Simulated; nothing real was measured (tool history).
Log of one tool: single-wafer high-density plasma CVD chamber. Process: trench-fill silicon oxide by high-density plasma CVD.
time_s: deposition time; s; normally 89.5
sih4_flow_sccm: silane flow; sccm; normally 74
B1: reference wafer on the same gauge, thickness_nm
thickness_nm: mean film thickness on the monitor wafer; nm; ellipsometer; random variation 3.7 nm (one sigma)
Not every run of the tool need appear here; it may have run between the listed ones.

run 1 hour=0 | time_s=89.5 sih4_flow_sccm=74 | B1=637.194 | thickness_nm=634.475
run 2 hour=48.8 | time_s=89.5 sih4_flow_sccm=74 | B1=636.427 | thickness_nm=632.58
run 3 hour=147 | time_s=89.5 sih4_flow_sccm=74 | B1=635.473 | thickness_nm=627.746
run 4 hour=192.2 | time_s=97.6 sih4_flow_sccm=74 | B1=635.489 | thickness_nm=692.614
run 5 hour=270.1 | time_s=89.5 sih4_flow_sccm=74 | B1=634.152 | thickness_nm=634.947
run 6 hour=313.6 | time_s=89.5 sih4_flow_sccm=74 | B1=633.547 | thickness_nm=625.969
run 7 hour=379.3 | time_s=89.5 sih4_flow_sccm=74 | B1=633.579 | thickness_nm=628.691
run 8 hour=446 | time_s=89.5 sih4_flow_sccm=74 | B1=632.376 | thickness_nm=625.982
run 9 hour=513.8 | time_s=89.5 sih4_flow_sccm=74 | B1=632.079 | thickness_nm=634.422
run 10 hour=605.1 | time_s=89.5 sih4_flow_sccm=70 | B1=629.345 | thickness_nm=594.266
run 11 hour=710.5 | time_s=89.5 sih4_flow_sccm=70 | B1=629.569 | thickness_nm=593.311
run 12 hour=772.4 | time_s=80.3 sih4_flow_sccm=74 | B1=627.412 | thickness_nm=557.623
run 13 hour=854.6 | time_s=80.3 sih4_flow_sccm=74 | B1=626.577 | thickness_nm=559.289
run 14 hour=954.6 | time_s=89.5 sih4_flow_sccm=74 | B1=623.43 | thickness_nm=621.929
run 15 hour=1029.8 | time_s=89.5 sih4_flow_sccm=74 | B1=623.545 | thickness_nm=619.152
run 16 hour=1073.8 | time_s=89.5 sih4_flow_sccm=74 | B1=622.72 | thickness_nm=618.141
run 17 hour=1128.7 | time_s=89.5 sih4_flow_sccm=74 | B1=621.956 | thickness_nm=621.539
run 18 hour=1341.3 | time_s=74.3 sih4_flow_sccm=84 | B1=647.502 | thickness_nm=600.886
run 19 hour=1394.5 | time_s=74.3 sih4_flow_sccm=84 | B1=647.11 | thickness_nm=595.514
run 20 hour=1436.2 | time_s=74.5 sih4_flow_sccm=63 | B1=647.921 | thickness_nm=467.837
run 21 hour=1489.3 | time_s=89.5 sih4_flow_sccm=70 | B1=647.353 | thickness_nm=616.626
run 22 hour=1570 | time_s=75.6 sih4_flow_sccm=69 | B1=646.024 | thickness_nm=509.531
run 23 hour=1634.4 | time_s=72.3 sih4_flow_sccm=87 | B1=647.239 | thickness_nm=600.337
run 24 hour=1737.2 | time_s=89.5 sih4_flow_sccm=74 | B1=645.356 | thickness_nm=644.534
run 25 hour=1831 | time_s=76.1 sih4_flow_sccm=82 | B1=647.168 | thickness_nm=599.382
run 26 hour=1873.2 | time_s=99.2 sih4_flow_sccm=65 | B1=646.26 | thickness_nm=636.318
run 27 hour=1964.9 | time_s=74.2 sih4_flow_sccm=74 | B1=646.293 | thickness_nm=531.086
run 28 hour=2010.4 | time_s=97.6 sih4_flow_sccm=74 | B1=644.981 | thickness_nm=700.369
run 29 hour=2114.3 | time_s=73.8 sih4_flow_sccm=67 | B1=645.424 | thickness_nm=484.026
run 30 hour=2168.1 | time_s=97.6 sih4_flow_sccm=78 | B1=644.736 | thickness_nm=733.795
run 31 hour=2253.1 | time_s=82.5 sih4_flow_sccm=79 | B1=644.379 | thickness_nm=629.144
run 32 hour=2326.8 | time_s=89.5 sih4_flow_sccm=74 | B1=643.356 | thickness_nm=641.966
run 33 hour=2409.3 | time_s=89.5 sih4_flow_sccm=74 | B1=643.169 | thickness_nm=640.142
run 34 hour=2481 | time_s=89.5 sih4_flow_sccm=60 | B1=642.696 | thickness_nm=523.451

Not shown here: 2 entries made in the log between runs. Locate each between two listed runs and compare the hidden state at the listed run before it with the hidden state at the listed run after it:
After run 17, before run 18: gauge calibrated (hour 1166.2)
  gauge reads high (%): -3.88 -> 0.0446
  the result without the hidden state subtracted from the measured one, thickness_nm: -25.059 -> +0.268 nm
After run 23, before run 24: silane flow controller replaced (hour 1666.3)
  gauge reads high (%): -0.0418 -> -0.0908
  the result without the hidden state subtracted from the measured one, thickness_nm: -0.252 -> -0.586 nm
